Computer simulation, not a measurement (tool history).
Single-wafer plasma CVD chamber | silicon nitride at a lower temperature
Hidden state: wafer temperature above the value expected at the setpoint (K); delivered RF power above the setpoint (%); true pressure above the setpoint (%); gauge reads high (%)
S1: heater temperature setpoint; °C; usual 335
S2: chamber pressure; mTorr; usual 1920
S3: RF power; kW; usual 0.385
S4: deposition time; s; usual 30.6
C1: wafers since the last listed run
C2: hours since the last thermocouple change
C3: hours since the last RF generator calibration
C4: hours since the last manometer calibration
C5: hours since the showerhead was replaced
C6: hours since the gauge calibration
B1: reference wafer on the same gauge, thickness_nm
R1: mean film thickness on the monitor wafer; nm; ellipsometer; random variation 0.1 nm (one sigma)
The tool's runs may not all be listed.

run,hour,S1,S2,S3,S4,C1,C2,C3,C4,C5,C6,B1,R1
1,0.0,335,1920,0.385,30.6,0,1470.8,556.8,835.0,3045.3,462.3,34.272,41.657
2,19.0,335,1920,0.385,30.6,464,1489.8,575.8,854.0,3064.3,481.3,34.302,41.700
3,43.6,335,1920,0.385,30.6,601,1514.4,600.4,878.6,3088.9,505.9,34.299,41.743
4,77.7,335,1920,0.385,30.6,834,1548.5,634.5,912.7,3123.0,540.0,34.290,41.529
5,131.5,335,1920,0.385,30.6,1316,1602.3,688.3,966.5,3176.8,593.8,34.330,41.546
6,166.5,335,1920,0.385,30.6,856,1637.3,723.3,1001.5,3211.8,628.8,34.306,41.256
# hour 212.2: gauge calibrated
7,213.2,342,1920,0.385,30.6,1142,1684.0,770.0,1048.2,3258.5,1.0,34.313,41.297
8,234.4,335,1920,0.385,30.6,518,1705.2,791.2,1069.4,3279.7,22.2,34.316,41.260
9,247.9,335,1920,0.385,30.6,330,1718.7,804.7,1082.9,3293.2,35.7,34.292,41.049
# hour 283.8: showerhead replaced, of another model than before
10,284.3,335,1920,0.385,30.6,694,1755.1,841.1,1119.3,0.5,72.1,34.294,41.715
11,312.5,335,1920,0.385,30.6,689,1783.3,869.3,1147.5,28.7,100.3,34.274,41.542
# hour 333.2: RF generator calibrated
12,345.2,335,1920,0.385,30.6,604,1816.0,12.0,1180.2,61.4,133.0,34.328,42.238
# hour 366.1: capacitance manometer re-zeroed and calibrated
13,366.6,335,1920,0.385,30.6,327,1837.4,33.4,0.5,82.8,154.4,34.286,42.114
14,390.2,335,1920,0.385,30.6,577,1861.0,57.0,24.1,106.4,178.0,34.322,42.171
15,409.4,335,2160,0.385,33.2,469,1880.2,76.2,43.3,125.6,197.2,34.281,48.191
16,430.0,326,2400,0.385,30.6,503,1900.8,96.8,63.9,146.2,217.8,34.279,46.439
17,464.0,335,1920,0.385,30.6,831,1934.8,130.8,97.9,180.2,251.8,34.329,42.096
18,480.1,347,2210,0.310,30.6,393,1950.9,146.9,114.0,196.3,267.9,34.288,41.324
# hour 495.1: thermocouple changed; heater temperature recalibrated
19,512.0,340,1450,0.350,30.6,584,16.9,178.8,145.9,228.2,299.8,34.262,34.440
20,535.0,347,1520,0.385,30.6,562,39.9,201.8,168.9,251.2,322.8,34.315,37.022
21,554.6,335,1920,0.385,35.9,479,59.5,221.4,188.5,270.8,342.4,34.295,49.509
22,580.8,349,1920,0.385,27.1,640,85.7,247.6,214.7,297.0,368.6,34.280,37.165
23,605.4,335,1920,0.385,30.6,601,110.3,272.2,239.3,321.6,393.2,34.247,42.166
24,620.9,331,2150,0.385,30.6,379,125.8,287.7,254.8,337.1,408.7,34.278,44.551
25,649.9,335,1920,0.385,30.6,709,154.8,316.7,283.8,366.1,437.7,34.295,42.182
26,672.4,330,1920,0.430,25.1,550,177.3,339.2,306.3,388.6,460.2,34.281,35.940
27,707.1,335,1730,0.385,30.6,848,212.0,373.9,341.0,423.3,494.9,34.354,40.013
28,726.7,335,1920,0.320,33.6,479,231.6,393.5,360.6,442.9,514.5,34.306,43.163
29,750.2,335,2160,0.385,33.2,574,255.1,417.0,384.1,466.4,538.0,34.298,47.839

Forecast each of these 3 alternatives for the next run:
A,750.6,335,1520,0.385,30.6,9,255.5,417.4,384.5,466.8,538.4,?,?
B,750.6,348,1920,0.385,30.6,9,255.5,417.4,384.5,466.8,538.4,?,?
C,750.6,350,1520,0.435,34.8,9,255.5,417.4,384.5,466.8,538.4,?,?

run,B1,R1
A,34.330,36.759
B,34.330,41.779
C,34.330,43.426
Without the tool's hidden state the same runs would have given:
run,R1
A,36.938
B,41.982
C,43.623

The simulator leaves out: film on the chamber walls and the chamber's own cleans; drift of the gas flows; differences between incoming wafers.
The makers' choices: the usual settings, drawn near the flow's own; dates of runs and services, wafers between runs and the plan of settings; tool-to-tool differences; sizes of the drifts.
